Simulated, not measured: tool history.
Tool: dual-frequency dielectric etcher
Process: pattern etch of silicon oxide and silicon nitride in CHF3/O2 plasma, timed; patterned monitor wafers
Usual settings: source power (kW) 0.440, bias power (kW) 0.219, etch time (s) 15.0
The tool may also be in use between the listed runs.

run,day,source power (kW),bias power (kW),etch time (s),wafers since the last listed run,hours since the last wet clean,hours since the last source power generator calibration,hours since the last bias power generator calibration,hours since the last upper electrode change,hours since the gauge calibration,"read-back reference wafer on the same gauge, depth_nm",mean etch depth across the wafer (Å)
1,0.000,0.440,0.219,15.0,0,165.7,3102.2,954.3,5999.3,1665.7,17.90,217.8
2,3.838,0.440,0.188,15.0,1118,257.8,3194.3,1046.4,6091.4,1757.8,17.91,211.5
3,7.054,0.440,0.188,15.0,937,335.0,3271.5,1123.6,6168.6,1835.0,17.90,213.1
4,8.925,0.440,0.188,15.0,545,379.9,3316.4,1168.5,6213.5,1879.9,17.92,212.9
5,12.246,0.440,0.219,12.0,968,459.6,3396.1,1248.2,6293.2,1959.6,17.89,175.4
# day 18.058: wet clean of the chamber
6,18.125,0.410,0.219,15.0,1422,1.6,3537.2,1389.3,6434.3,2100.7,17.90,209.7
# day 20.604: upper electrode replaced
7,20.625,0.440,0.186,14.0,437,61.6,3597.2,1449.3,0.5,2160.7,17.89,198.8
8,23.554,0.440,0.186,14.0,853,131.9,3667.5,1519.6,70.8,2231.0,17.90,198.6
9,28.271,0.440,0.186,14.0,1374,245.1,3780.7,1632.8,184.0,2344.2,17.90,199.3
# day 34.846: gauge calibrated
# day 41.504: wet clean of the chamber
10,41.525,0.440,0.208,15.0,3572,0.5,4098.8,1950.9,502.1,160.3,17.91,217.7
# day 47.354: bias power generator calibrated
11,47.775,0.440,0.208,15.0,1773,150.5,4248.8,10.1,652.1,310.3,17.88,217.5
12,50.404,0.390,0.219,17.0,766,213.6,4311.9,73.2,715.2,373.4,17.90,231.0
# day 52.946: source power generator calibrated
13,53.146,0.440,0.168,13.5,750,279.4,4.8,139.0,781.0,439.2,17.92,181.6
14,55.571,0.440,0.201,10.5,706,337.6,63.0,197.2,839.2,497.4,17.91,146.0
15,57.954,0.440,0.186,14.0,694,394.8,120.2,254.4,896.4,554.6,17.91,193.2
16,60.012,0.470,0.201,17.0,600,444.2,169.6,303.8,945.8,604.0,17.89,246.0
17,63.838,0.440,0.182,15.0,1115,536.0,261.4,395.6,1037.6,695.8,17.90,205.2
# day 65.600: wet clean of the chamber
18,65.621,0.440,0.219,15.0,228,0.5,304.2,438.4,1080.4,738.6,17.92,211.4
19,67.375,0.530,0.256,11.5,511,42.6,346.3,480.5,1122.5,780.7,17.88,186.3
20,69.796,0.530,0.219,15.0,705,100.7,404.4,538.6,1180.6,838.8,17.90,235.4
21,72.292,0.440,0.181,15.0,727,160.6,464.3,598.5,1240.5,898.7,17.90,205.3
22,74.917,0.520,0.166,19.5,765,223.6,527.3,661.5,1303.5,961.7,17.90,291.6
23,77.354,0.490,0.219,15.0,710,282.1,585.8,720.0,1362.0,1020.2,17.90,225.9
24,81.000,0.440,0.219,15.0,1062,369.6,673.3,807.5,1449.5,1107.7,17.90,213.8
25,82.942,0.440,0.219,19.0,566,416.2,719.9,854.1,1496.1,1154.3,17.90,269.5
26,85.146,0.440,0.219,15.0,642,469.1,772.8,907.0,1549.0,1207.2,17.89,212.8
# day 89.400: wet clean of the chamber
27,89.421,0.340,0.255,11.0,954,0.5,875.4,1009.6,1651.6,1309.8,17.90,137.3
28,91.446,0.540,0.165,11.5,590,49.1,924.0,1058.2,1700.2,1358.4,17.89,174.3
29,95.029,0.550,0.243,15.0,1044,135.1,1010.0,1144.2,1786.2,1444.4,17.89,246.9

Forecast each of these 4 alternatives for the next run:
A,95.046,0.440,0.219,15.0,4,135.5,1010.4,1144.6,1786.6,1444.8,?,?
B,95.046,0.510,0.168,18.5,4,135.5,1010.4,1144.6,1786.6,1444.8,?,?
C,95.046,0.370,0.166,14.0,4,135.5,1010.4,1144.6,1786.6,1444.8,?,?
D,95.046,0.390,0.254,17.5,4,135.5,1010.4,1144.6,1786.6,1444.8,?,?

run,"read-back reference wafer on the same gauge, depth_nm",mean etch depth across the wafer (Å)
A,17.91,212.9
B,17.91,273.0
C,17.91,169.7
D,17.91,237.5
Without the tool's hidden state the same runs would have given:
run,mean etch depth across the wafer (Å)
A,211.8
B,271.7
C,168.9
D,236.3

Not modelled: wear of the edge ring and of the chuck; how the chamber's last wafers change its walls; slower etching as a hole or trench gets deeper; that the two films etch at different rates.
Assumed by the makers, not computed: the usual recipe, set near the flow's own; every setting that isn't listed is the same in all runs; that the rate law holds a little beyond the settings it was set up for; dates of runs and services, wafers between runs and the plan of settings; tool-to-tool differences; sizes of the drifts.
